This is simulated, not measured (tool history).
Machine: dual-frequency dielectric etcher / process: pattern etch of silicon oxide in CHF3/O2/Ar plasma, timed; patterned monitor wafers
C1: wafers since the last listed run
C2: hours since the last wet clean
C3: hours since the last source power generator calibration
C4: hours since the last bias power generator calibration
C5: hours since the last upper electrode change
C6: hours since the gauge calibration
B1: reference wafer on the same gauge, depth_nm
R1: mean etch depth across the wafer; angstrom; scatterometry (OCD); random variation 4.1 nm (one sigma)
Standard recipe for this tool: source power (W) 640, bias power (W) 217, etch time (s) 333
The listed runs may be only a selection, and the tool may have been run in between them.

{"run": 1, "hour": 0.0, "source power (W)": 640, "bias power (W)": 217, "etch time (s)": 269.5, "C1": 0, "C2": 12.3, "C3": 4357.9, "C4": 1576.4, "C5": 5.6, "C6": 132.6, "B1": 646, "R1": 5289}
{"run": 2, "hour": 51.3, "source power (W)": 640, "bias power (W)": 217, "etch time (s)": 269.5, "C1": 196, "C2": 63.6, "C3": 4409.2, "C4": 1627.7, "C5": 56.9, "C6": 183.9, "B1": 645.2, "R1": 5312}
{"run": 3, "hour": 58.7, "source power (W)": 640, "bias power (W)": 217, "etch time (s)": 269.5, "C1": 28, "C2": 71, "C3": 4416.6, "C4": 1635.1, "C5": 64.3, "C6": 191.3, "B1": 645.1, "R1": 5412}
{"run": 4, "hour": 66.7, "source power (W)": 640, "bias power (W)": 217, "etch time (s)": 333, "C1": 30, "C2": 79, "C3": 4424.6, "C4": 1643.1, "C5": 72.3, "C6": 199.3, "B1": 644.8, "R1": 6601}
{"run": 5, "hour": 75.0, "source power (W)": 550, "bias power (W)": 183, "etch time (s)": 393.5, "C1": 31, "C2": 87.3, "C3": 4432.9, "C4": 1651.4, "C5": 80.6, "C6": 207.6, "B1": 645.7, "R1": 6720}
{"run": 6, "hour": 81.4, "source power (W)": 640, "bias power (W)": 217, "etch time (s)": 333, "C1": 24, "C2": 93.7, "C3": 4439.3, "C4": 1657.8, "C5": 87, "C6": 214, "B1": 645, "R1": 6578}
{"run": 7, "hour": 98.4, "source power (W)": 680, "bias power (W)": 164, "etch time (s)": 333, "C1": 65, "C2": 110.7, "C3": 4456.3, "C4": 1674.8, "C5": 104, "C6": 231, "B1": 645.1, "R1": 5976}
{"run": 8, "hour": 104.7, "source power (W)": 640, "bias power (W)": 234, "etch time (s)": 390, "C1": 24, "C2": 117, "C3": 4462.6, "C4": 1681.1, "C5": 110.3, "C6": 237.3, "B1": 645.1, "R1": 8040}
{"run": 9, "hour": 115.8, "source power (W)": 600, "bias power (W)": 217, "etch time (s)": 301.5, "C1": 42, "C2": 128.1, "C3": 4473.7, "C4": 1692.2, "C5": 121.4, "C6": 248.4, "B1": 644.9, "R1": 5745}
{"run": 10, "hour": 154.6, "source power (W)": 560, "bias power (W)": 251, "etch time (s)": 333, "C1": 148, "C2": 166.9, "C3": 4512.5, "C4": 1731, "C5": 160.2, "C6": 287.2, "B1": 644.4, "R1": 6635}
{"hour": 169.4, "done": "source power generator calibrated"}
{"run": 11, "hour": 169.9, "source power (W)": 640, "bias power (W)": 217, "etch time (s)": 333, "C1": 43, "C2": 182.2, "C3": 0.5, "C4": 1746.3, "C5": 175.5, "C6": 302.5, "B1": 644.3, "R1": 6572}
{"run": 12, "hour": 180.4, "source power (W)": 640, "bias power (W)": 186, "etch time (s)": 411, "C1": 40, "C2": 192.7, "C3": 11, "C4": 1756.8, "C5": 186, "C6": 313, "B1": 645, "R1": 7619}
{"run": 13, "hour": 186.6, "source power (W)": 640, "bias power (W)": 217, "etch time (s)": 359, "C1": 23, "C2": 198.9, "C3": 17.2, "C4": 1763, "C5": 192.2, "C6": 319.2, "B1": 645.3, "R1": 7155}
{"run": 14, "hour": 197.7, "source power (W)": 640, "bias power (W)": 217, "etch time (s)": 291, "C1": 42, "C2": 210, "C3": 28.3, "C4": 1774.1, "C5": 203.3, "C6": 330.3, "B1": 645.3, "R1": 5739}
{"run": 15, "hour": 205.3, "source power (W)": 690, "bias power (W)": 217, "etch time (s)": 333, "C1": 29, "C2": 217.6, "C3": 35.9, "C4": 1781.7, "C5": 210.9, "C6": 337.9, "B1": 643.4, "R1": 6761}
{"run": 16, "hour": 214.8, "source power (W)": 790, "bias power (W)": 236, "etch time (s)": 333, "C1": 36, "C2": 227.1, "C3": 45.4, "C4": 1791.2, "C5": 220.4, "C6": 347.4, "B1": 644.3, "R1": 7463}
{"hour": 223.5, "done": "bias power generator calibrated"}
{"run": 17, "hour": 232.4, "source power (W)": 640, "bias power (W)": 217, "etch time (s)": 333, "C1": 52, "C2": 244.7, "C3": 63, "C4": 8.9, "C5": 238, "C6": 365, "B1": 644.7, "R1": 6631}
{"hour": 235.8, "done": "gauge calibrated"}
{"run": 18, "hour": 239.4, "source power (W)": 640, "bias power (W)": 263, "etch time (s)": 333, "C1": 26, "C2": 251.7, "C3": 70, "C4": 15.9, "C5": 245, "C6": 3.6, "B1": 646.5, "R1": 7158}
{"run": 19, "hour": 250.7, "source power (W)": 640, "bias power (W)": 217, "etch time (s)": 333, "C1": 43, "C2": 263, "C3": 81.3, "C4": 27.2, "C5": 256.3, "C6": 14.9, "B1": 644.3, "R1": 6568}
{"run": 20, "hour": 265.5, "source power (W)": 730, "bias power (W)": 259, "etch time (s)": 421, "C1": 56, "C2": 277.8, "C3": 96.1, "C4": 42, "C5": 271.1, "C6": 29.7, "B1": 644.3, "R1": 9442}
{"run": 21, "hour": 281.9, "source power (W)": 640, "bias power (W)": 217, "etch time (s)": 333, "C1": 62, "C2": 294.2, "C3": 112.5, "C4": 58.4, "C5": 287.5, "C6": 46.1, "B1": 644.5, "R1": 6546}
{"run": 22, "hour": 289.3, "source power (W)": 640, "bias power (W)": 217, "etch time (s)": 333, "C1": 28, "C2": 301.6, "C3": 119.9, "C4": 65.8, "C5": 294.9, "C6": 53.5, "B1": 643.6, "R1": 6552}
{"run": 23, "hour": 302.3, "source power (W)": 580, "bias power (W)": 217, "etch time (s)": 333, "C1": 49, "C2": 314.6, "C3": 132.9, "C4": 78.8, "C5": 307.9, "C6": 66.5, "B1": 644.5, "R1": 6319}
{"run": 24, "hour": 311.7, "source power (W)": 560, "bias power (W)": 217, "etch time (s)": 258.5, "C1": 35, "C2": 324, "C3": 142.3, "C4": 88.2, "C5": 317.3, "C6": 75.9, "B1": 644.5, "R1": 4790}
{"run": 25, "hour": 323.6, "source power (W)": 510, "bias power (W)": 233, "etch time (s)": 333, "C1": 45, "C2": 335.9, "C3": 154.2, "C4": 100.1, "C5": 329.2, "C6": 87.8, "B1": 644.7, "R1": 6219}
{"run": 26, "hour": 333.6, "source power (W)": 790, "bias power (W)": 217, "etch time (s)": 424.5, "C1": 38, "C2": 345.9, "C3": 164.2, "C4": 110.1, "C5": 339.2, "C6": 97.8, "B1": 644.6, "R1": 9256}
{"run": 27, "hour": 345.7, "source power (W)": 640, "bias power (W)": 217, "etch time (s)": 380, "C1": 46, "C2": 358, "C3": 176.3, "C4": 122.2, "C5": 351.3, "C6": 109.9, "B1": 643.6, "R1": 7514}
{"run": 28, "hour": 362.8, "source power (W)": 640, "bias power (W)": 217, "etch time (s)": 333, "C1": 65, "C2": 375.1, "C3": 193.4, "C4": 139.3, "C5": 368.4, "C6": 127, "B1": 645, "R1": 6599}
{"run": 29, "hour": 377.8, "source power (W)": 720, "bias power (W)": 176, "etch time (s)": 377, "C1": 57, "C2": 390.1, "C3": 208.4, "C4": 154.3, "C5": 383.4, "C6": 142, "B1": 645.3, "R1": 7193}

Predict each of these 5 candidate next runs independently; none follows another, all start after run 29:
{"run": "A", "hour": 378.3, "source power (W)": 550, "bias power (W)": 217, "etch time (s)": 333, "C1": 1, "C2": 390.6, "C3": 208.9, "C4": 154.8, "C5": 383.9, "C6": 142.5, "B1": "?", "R1": "?"}
{"run": "B", "hour": 378.3, "source power (W)": 640, "bias power (W)": 217, "etch time (s)": 368.5, "C1": 1, "C2": 390.6, "C3": 208.9, "C4": 154.8, "C5": 383.9, "C6": 142.5, "B1": "?", "R1": "?"}
{"run": "C", "hour": 378.3, "source power (W)": 520, "bias power (W)": 217, "etch time (s)": 333, "C1": 1, "C2": 390.6, "C3": 208.9, "C4": 154.8, "C5": 383.9, "C6": 142.5, "B1": "?", "R1": "?"}
{"run": "D", "hour": 378.3, "source power (W)": 790, "bias power (W)": 217, "etch time (s)": 333, "C1": 1, "C2": 390.6, "C3": 208.9, "C4": 154.8, "C5": 383.9, "C6": 142.5, "B1": "?", "R1": "?"}
{"run": "E", "hour": 378.3, "source power (W)": 700, "bias power (W)": 268, "etch time (s)": 333, "C1": 1, "C2": 390.6, "C3": 208.9, "C4": 154.8, "C5": 383.9, "C6": 142.5, "B1": "?", "R1": "?"}

run=A B1=644.1 R1=6125
run=B B1=644.1 R1=7235
run=C B1=644.1 R1=5977
run=D B1=644.1 R1=7146
run=E B1=644.1 R1=7447
Stripped of hidden state, with their random variation kept, the same runs would have yielded:
run=A R1=6125
run=B R1=7235
run=C R1=5977
run=D R1=7146
run=E R1=7447
